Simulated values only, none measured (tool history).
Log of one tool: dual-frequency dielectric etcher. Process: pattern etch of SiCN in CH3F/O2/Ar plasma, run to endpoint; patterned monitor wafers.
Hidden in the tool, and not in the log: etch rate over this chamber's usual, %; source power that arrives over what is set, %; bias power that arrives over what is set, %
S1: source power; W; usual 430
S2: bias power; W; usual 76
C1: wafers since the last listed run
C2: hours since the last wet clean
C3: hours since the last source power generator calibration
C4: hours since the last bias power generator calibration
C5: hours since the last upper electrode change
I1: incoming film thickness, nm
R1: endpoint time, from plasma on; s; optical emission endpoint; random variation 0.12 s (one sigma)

Run 1, hour 0: usual settings; C1 0; C2 636.4; C3 3479.1; C4 3947.5; C5 1338.6; I1 8.94. Result: R1 24.6 s.
At hour 30.3: wet clean of the chamber.
Run 2, hour 44.1: usual settings; C1 362; C2 13.8; C3 3523.2; C4 3991.6; C5 1382.7; I1 9.02. Result: R1 24.8 s.
Run 3, hour 78.4: usual settings; C1 618; C2 48.1; C3 3557.5; C4 4025.9; C5 1417; I1 9.03. Result: R1 24.9 s.
Run 4, hour 145: usual settings but S1 350 W; C1 1200; C2 114.7; C3 3624.1; C4 4092.5; C5 1483.6; I1 8.86. Result: R1 26.2 s.
Run 5, hour 185.1: usual settings but S1 390 W; C1 722; C2 154.8; C3 3664.2; C4 4132.6; C5 1523.7; I1 8.93. Result: R1 25.5 s.
Run 6, hour 215.2: usual settings but S1 390 W; C1 542; C2 184.9; C3 3694.3; C4 4162.7; C5 1553.8; I1 9.05. Result: R1 26.1 s.
Run 7, hour 250.4: usual settings but S1 390 W; C1 634; C2 220.1; C3 3729.5; C4 4197.9; C5 1589; I1 9.02. Result: R1 25.9 s.
Run 8, hour 294.9: usual settings; C1 802; C2 264.6; C3 3774; C4 4242.4; C5 1633.5; I1 8.9. Result: R1 24.5 s.
Run 9, hour 342.3: usual settings; C1 854; C2 312; C3 3821.4; C4 4289.8; C5 1680.9; I1 9.07. Result: R1 25 s.
Run 10, hour 411.2: usual settings; C1 1241; C2 380.9; C3 3890.3; C4 4358.7; C5 1749.8; I1 9. Result: R1 24.9 s.
Run 11, hour 450.7: usual settings but S1 350 W, S2 71 W; C1 711; C2 420.4; C3 3929.8; C4 4398.2; C5 1789.3; I1 9.05. Result: R1 27.6 s.
At hour 487.4: bias power generator calibrated.
Run 12, hour 515.2: usual settings but S1 350 W, S2 71 W; C1 1090; C2 484.9; C3 3994.3; C4 27.8; C5 1853.8; I1 9.12. Result: R1 27.8 s.
Run 13, hour 547: usual settings; C1 573; C2 516.7; C3 4026.1; C4 59.6; C5 1885.6; I1 8.96. Result: R1 24.7 s.
Run 14, hour 589.5: usual settings; C1 765; C2 559.2; C3 4068.6; C4 102.1; C5 1928.1; I1 8.98. Result: R1 24.7 s.
Run 15, hour 620.6: usual settings; C1 560; C2 590.3; C3 4099.7; C4 133.2; C5 1959.2; I1 9. Result: R1 24.9 s.
At hour 689.1: wet clean of the chamber.
Run 16, hour 689.6: usual settings; C1 811; C2 0.5; C3 4168.7; C4 202.2; C5 2028.2; I1 8.96. Result: R1 24.5 s.
Run 17, hour 755.9: usual settings but S2 84 W; C1 1194; C2 66.8; C3 4235; C4 268.5; C5 2094.5; I1 9.04. Result: R1 24.2 s.
At hour 815.2: source power generator calibrated.
Run 18, hour 817.5: usual settings; C1 1038; C2 128.4; C3 2.3; C4 330.1; C5 2156.1; I1 9.05. Result: R1 25 s.
Run 19, hour 848: usual settings but S2 90 W; C1 549; C2 158.9; C3 32.8; C4 360.6; C5 2186.6; I1 8.91. Result: R1 23.1 s.
Run 20, hour 874.2: usual settings but S1 510 W, S2 89 W; C1 472; C2 185.1; C3 59; C4 386.8; C5 2212.8; I1 9.02. Result: R1 21.9 s.
Run 21, hour 926.7: usual settings; C1 946; C2 237.6; C3 111.5; C4 439.3; C5 2265.3; I1 9.01. Result: R1 24.8 s.
Run 22, hour 975.1: usual settings but S1 320 W, S2 66 W; C1 872; C2 286; C3 159.9; C4 487.7; C5 2313.7; I1 8.95. Result: R1 29.2 s.
Run 23, hour 1004.1: usual settings; C1 522; C2 315; C3 188.9; C4 516.7; C5 2342.7; I1 9.03. Result: R1 24.8 s.
Run 24, hour 1066.4: usual settings but S2 58 W; C1 1122; C2 377.3; C3 251.2; C4 579; C5 2405; I1 9.03. Result: R1 26.9 s.
Run 25, hour 1116.4: usual settings but S2 91 W; C1 901; C2 427.3; C3 301.2; C4 629; C5 2455; I1 8.99. Result: R1 23.3 s.
Run 26, hour 1172.7: usual settings but S2 68 W; C1 1014; C2 483.6; C3 357.5; C4 685.3; C5 2511.3; I1 9.04. Result: R1 25.7 s.
At hour 1227.4: wet clean of the chamber.
At hour 1235.7: upper electrode replaced.
Run 27, hour 1243.1: usual settings; C1 685; C2 15.7; C3 427.9; C4 755.7; C5 7.4; I1 8.99. Result: R1 24.9 s.
Run 28, hour 1278.3: usual settings; C1 634; C2 50.9; C3 463.1; C4 790.9; C5 42.6; I1 9. Result: R1 24.7 s.
Run 29, hour 1328.7: usual settings; C1 908; C2 101.3; C3 513.5; C4 841.3; C5 93; I1 8.92. Result: R1 24.5 s.
Run 30, hour 1368.3: usual settings but S2 86 W; C1 713; C2 140.9; C3 553.1; C4 880.9; C5 132.6; I1 9.08. Result: R1 24 s.
Run 31, hour 1408.4: usual settings but S1 350 W, S2 69 W; C1 722; C2 181; C3 593.2; C4 921; C5 172.7; I1 8.96. Result: R1 27.4 s.
Run 32, hour 1477.8: usual settings but S1 470 W, S2 86 W; C1 1250; C2 250.4; C3 662.6; C4 990.4; C5 242.1; I1 9.02. Result: R1 23.1 s.
Run 33, hour 1509: usual settings; C1 562; C2 281.6; C3 693.8; C4 1021.6; C5 273.3; I1 8.98. Result: R1 24.7 s.
Run 34, hour 1565.5: usual settings but S1 400 W, S2 61 W; C1 1018; C2 338.1; C3 750.3; C4 1078.1; C5 329.8; I1 8.98. Result: R1 27.2 s.
Run 35, hour 1630.3: usual settings but S1 540 W, S2 82 W; C1 1167; C2 402.9; C3 815.1; C4 1142.9; C5 394.6; I1 8.95. Result: R1 21.8 s.
Run 36, hour 1689: usual settings but S1 480 W, S2 68 W; C1 1057; C2 461.6; C3 873.8; C4 1201.6; C5 453.3; I1 9.03. Result: R1 24.6 s.

3 ways to go on from here, each from the tool as it stands after run 36. What would each give?
Run A, hour 1689.4: usual settings but S2 59 W; C1 7; C2 462; C3 874.2; C4 1202; C5 453.7; I1 9. Result: R1 ?.
Run B, hour 1689.4: usual settings but S1 470 W; C1 7; C2 462; C3 874.2; C4 1202; C5 453.7; I1 9. Result: R1 ?.
Run C, hour 1689.4: usual settings but S1 360 W; C1 7; C2 462; C3 874.2; C4 1202; C5 453.7; I1 9. Result: R1 ?.

run    R1
  A    27
  B    24
  C  26.6
Without the tool's hidden state the same runs would have given:
run    R1
  A    27
  B    24
  C  26.6

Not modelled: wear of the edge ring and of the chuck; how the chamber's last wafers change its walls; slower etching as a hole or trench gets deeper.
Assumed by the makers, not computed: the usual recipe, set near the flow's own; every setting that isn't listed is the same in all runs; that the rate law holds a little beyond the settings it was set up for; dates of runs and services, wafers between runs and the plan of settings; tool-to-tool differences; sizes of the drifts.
